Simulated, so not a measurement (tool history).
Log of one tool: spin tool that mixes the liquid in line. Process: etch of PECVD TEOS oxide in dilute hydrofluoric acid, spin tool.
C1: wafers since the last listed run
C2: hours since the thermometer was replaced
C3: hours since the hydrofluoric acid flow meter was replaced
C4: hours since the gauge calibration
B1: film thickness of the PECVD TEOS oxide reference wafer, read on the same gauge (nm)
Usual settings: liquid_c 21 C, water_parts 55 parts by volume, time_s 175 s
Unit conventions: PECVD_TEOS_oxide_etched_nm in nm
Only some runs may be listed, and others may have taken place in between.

Run 1, day 0: usual settings; C1 0; C2 945.9; C3 447.2; C4 37.2; B1 50.03. Result: PECVD_TEOS_oxide_etched_nm 57.45 nm.
Run 2, day 6.9: usual settings; C1 1426; C2 1111.5; C3 612.8; C4 202.8; B1 49.96. Result: PECVD_TEOS_oxide_etched_nm 57.06 nm.
Run 3, day 9.575: usual settings; C1 552; C2 1175.7; C3 677; C4 267; B1 50. Result: PECVD_TEOS_oxide_etched_nm 56.69 nm.
Run 4, day 12.446: usual settings; C1 593; C2 1244.6; C3 745.9; C4 335.9; B1 50.02. Result: PECVD_TEOS_oxide_etched_nm 57.19 nm.
Run 5, day 14.504: usual settings; C1 425; C2 1294; C3 795.3; C4 385.3; B1 49.94. Result: PECVD_TEOS_oxide_etched_nm 57.09 nm.
Run 6, day 16.6: usual settings; C1 433; C2 1344.3; C3 845.6; C4 435.6; B1 50.01. Result: PECVD_TEOS_oxide_etched_nm 57.05 nm.
Run 7, day 18.938: usual settings; C1 483; C2 1400.4; C3 901.7; C4 491.7; B1 50.02. Result: PECVD_TEOS_oxide_etched_nm 57 nm.
Run 8, day 20.488: usual settings; C1 320; C2 1437.6; C3 938.9; C4 528.9; B1 50.03. Result: PECVD_TEOS_oxide_etched_nm 57.15 nm.
Run 9, day 23.192: usual settings; C1 559; C2 1502.5; C3 1003.8; C4 593.8; B1 50.02. Result: PECVD_TEOS_oxide_etched_nm 57.2 nm.
Run 10, day 25.683: usual settings; C1 515; C2 1562.3; C3 1063.6; C4 653.6; B1 49.98. Result: PECVD_TEOS_oxide_etched_nm 56.79 nm.
Run 11, day 28.588: usual settings but time_s 215 s; C1 600; C2 1632; C3 1133.3; C4 723.3; B1 50.02. Result: PECVD_TEOS_oxide_etched_nm 69.29 nm.
At day 29.983: thermometer replaced.
Run 12, day 31.9: usual settings but time_s 215 s; C1 676; C2 46; C3 1212.8; C4 802.8; B1 49.97. Result: PECVD_TEOS_oxide_etched_nm 67.98 nm.
Run 13, day 34.608: usual settings but time_s 220 s; C1 559; C2 111; C3 1277.8; C4 867.8; B1 49.98. Result: PECVD_TEOS_oxide_etched_nm 69.13 nm.
Run 14, day 36.621: usual settings but water_parts 45 parts by volume; C1 416; C2 159.3; C3 1326.1; C4 916.1; B1 49.99. Result: PECVD_TEOS_oxide_etched_nm 67.89 nm.
Run 15, day 37.754: usual settings but liquid_c 24.5 C, water_parts 25 parts by volume, time_s 100 s; C1 234; C2 186.5; C3 1353.3; C4 943.3; B1 50. Result: PECVD_TEOS_oxide_etched_nm 83.52 nm.
At day 43.204: hydrofluoric acid flow meter replaced.
Run 16, day 46.583: usual settings; C1 1816; C2 398.4; C3 81.1; C4 1155.2; B1 49.99. Result: PECVD_TEOS_oxide_etched_nm 57.62 nm.
Run 17, day 47.708: usual settings but liquid_c 19 C, water_parts 25 parts by volume, time_s 130 s; C1 232; C2 425.4; C3 108.1; C4 1182.2; B1 49.97. Result: PECVD_TEOS_oxide_etched_nm 89.63 nm.
Run 18, day 50.533: usual settings; C1 584; C2 493.2; C3 175.9; C4 1250; B1 50.01. Result: PECVD_TEOS_oxide_etched_nm 57.77 nm.

Predict the results of run 19:
Run 19, day 53.296: usual settings but water_parts 45 parts by volume, time_s 75 s; C1 571; C2 559.5; C3 242.2; C4 1316.3; B1 ?. Result: PECVD_TEOS_oxide_etched_nm ?.

B1: 50.04
PECVD_TEOS_oxide_etched_nm: 30.37 nm
If the tool had no hidden condition, the same run with the same run-to-run variation would have returned PECVD_TEOS_oxide_etched_nm 30.09 nm.

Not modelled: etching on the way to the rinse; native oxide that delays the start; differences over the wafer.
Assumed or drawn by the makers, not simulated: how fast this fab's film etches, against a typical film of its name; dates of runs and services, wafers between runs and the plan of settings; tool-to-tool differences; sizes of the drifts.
